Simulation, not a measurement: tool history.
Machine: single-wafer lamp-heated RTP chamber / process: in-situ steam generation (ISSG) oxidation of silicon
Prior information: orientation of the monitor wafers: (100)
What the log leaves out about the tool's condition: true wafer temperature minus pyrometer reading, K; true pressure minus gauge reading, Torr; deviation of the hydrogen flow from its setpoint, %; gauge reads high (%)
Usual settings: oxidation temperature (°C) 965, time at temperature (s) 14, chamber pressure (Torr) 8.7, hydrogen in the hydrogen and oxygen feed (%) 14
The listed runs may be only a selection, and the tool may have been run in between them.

run,hour,oxidation temperature (°C),time at temperature (s),chamber pressure (Torr),hydrogen in the hydrogen and oxygen feed (%),wafers since the last listed run,wafers since the last pyrometer calibration,hours since the pressure gauge was zeroed,hours since the hydrogen flow controller was replaced,hours since the gauge calibration,"read-back reference wafer on the same gauge, thickness",oxide thickness on the monitor wafer (nm)
1,0,972,14,8.7,14,0,2117,1059.3,3181.6,462.8,4.188,3.983
2,30.8,965,17,8.7,14,421,2539,1090.1,3212.4,493.6,4.193,4.21
3,50.2,965,17,8.7,14,265,2805,1109.5,3231.8,513,4.188,4.232
4,65.8,965,14,8.7,14,213,3018,1125.1,3247.4,528.6,4.19,3.907
5,82.4,965,14,8.7,14,227,3246,1141.7,3264,545.2,4.19,3.875
6,113,965,14,8.7,14,419,3665,1172.3,3294.6,575.8,4.185,3.907
7,129,965,14,8.7,14,219,3884,1188.3,3310.6,591.8,4.188,3.93
8,156.5,965,14,8.7,14,376,4261,1215.8,3338.1,619.3,4.189,3.936
9,169.8,965,14,8.7,14,182,4443,1229.1,3351.4,632.6,4.189,3.927
# hour 175.1: gauge calibrated
10,191.8,965,14,8.7,14,301,4744,1251.1,3373.4,16.7,4.19,3.906
11,222.5,965,14,8.7,14,420,5164,1281.8,3404.1,47.4,4.188,3.957
# hour 233.1: pyrometer window cleaned and pyrometer calibrated
# hour 236.3: hydrogen flow controller replaced
12,252.5,975,14,8.7,14,257,221,1311.8,16.2,77.4,4.191,3.949
13,287.3,949,12,8.7,14,476,698,1346.6,51,112.2,4.189,3.471
14,311.9,981,11,8.7,17,336,1035,1371.2,75.6,136.8,4.188,3.795
15,341.6,965,11,8.7,14,406,1441,1400.9,105.3,166.5,4.192,3.49
16,354.4,977,19,8.7,22,175,1617,1413.7,118.1,179.3,4.188,5.03
# hour 364.3: pressure gauge zeroed
17,379,965,14,8.7,14,227,1844,14.7,142.7,203.9,4.188,3.823
18,412.1,965,14,8.7,14,453,2297,47.8,175.8,237,4.188,3.877
19,426.5,965,14,8.7,14,197,2495,62.2,190.2,251.4,4.19,3.849
20,458.8,965,16,8.7,14,442,2937,94.5,222.5,283.7,4.192,4.06
21,490.9,965,9,10.2,18,439,3377,126.6,254.6,315.8,4.194,3.404
22,522.5,965,14,8.7,14,432,3809,158.2,286.2,347.4,4.189,3.905
23,553.5,965,17,8.3,11,424,4234,189.2,317.2,378.4,4.189,4.03
24,584.5,953,12,9.7,11,424,4658,220.2,348.2,409.4,4.192,3.366
25,605.6,950,10,8.7,14,288,4947,241.3,369.3,430.5,4.191,3.301
26,634.2,965,14,8.7,22,391,5339,269.9,397.9,459.1,4.191,4.363
27,652.5,965,14,8.7,14,250,5590,288.2,416.2,477.4,4.193,3.978
28,667.3,965,10,8.7,11,202,5792,303,431,492.2,4.192,3.302
29,686.4,960,9,8.7,14,261,6054,322.1,450.1,511.3,4.189,3.266
# hour 697.7: pyrometer window cleaned and pyrometer calibrated
30,719.2,965,14,8.7,14,339,294,354.9,482.9,544.1,4.191,3.862
31,742.2,965,14,8.7,14,314,609,377.9,505.9,567.1,4.188,3.836

Below, some changes in oxide thickness on the monitor wafer (nm) between adjacent runs. For each, the amount present without the hidden state too (settings, incoming material, random variation) and the amount remaining for the hidden state with gauge scatter not shared by both compared results:
Run 11 -> 12: oxidation temperature (°C) 965 -> 975, pyrometer window cleaned and pyrometer calibrated, hydrogen flow controller replaced. oxide thickness on the monitor wafer (nm) -0.008: hidden state -0.095, all else +0.087.
Run 15 -> 16: oxidation temperature (°C) 965 -> 977, time at temperature (s) 11 -> 19, hydrogen in the hydrogen and oxygen feed (%) 14 -> 22. oxide thickness on the monitor wafer (nm) +1.54: hidden state +0.011, all else +1.529.
Run 16 -> 17: oxidation temperature (°C) 977 -> 965, time at temperature (s) 19 -> 14, hydrogen in the hydrogen and oxygen feed (%) 22 -> 14, pressure gauge zeroed. oxide thickness on the monitor wafer (nm) -1.207: hidden state -0.004, all else -1.203.
Run 25 -> 26: oxidation temperature (°C) 950 -> 965, time at temperature (s) 10 -> 14, hydrogen in the hydrogen and oxygen feed (%) 14 -> 22. oxide thickness on the monitor wafer (nm) +1.062: hidden state +0.06, all else +1.002.
Run 29 -> 30: oxidation temperature (°C) 960 -> 965, time at temperature (s) 9 -> 14, pyrometer window cleaned and pyrometer calibrated. oxide thickness on the monitor wafer (nm) +0.596: hidden state -0.091, all else +0.687.
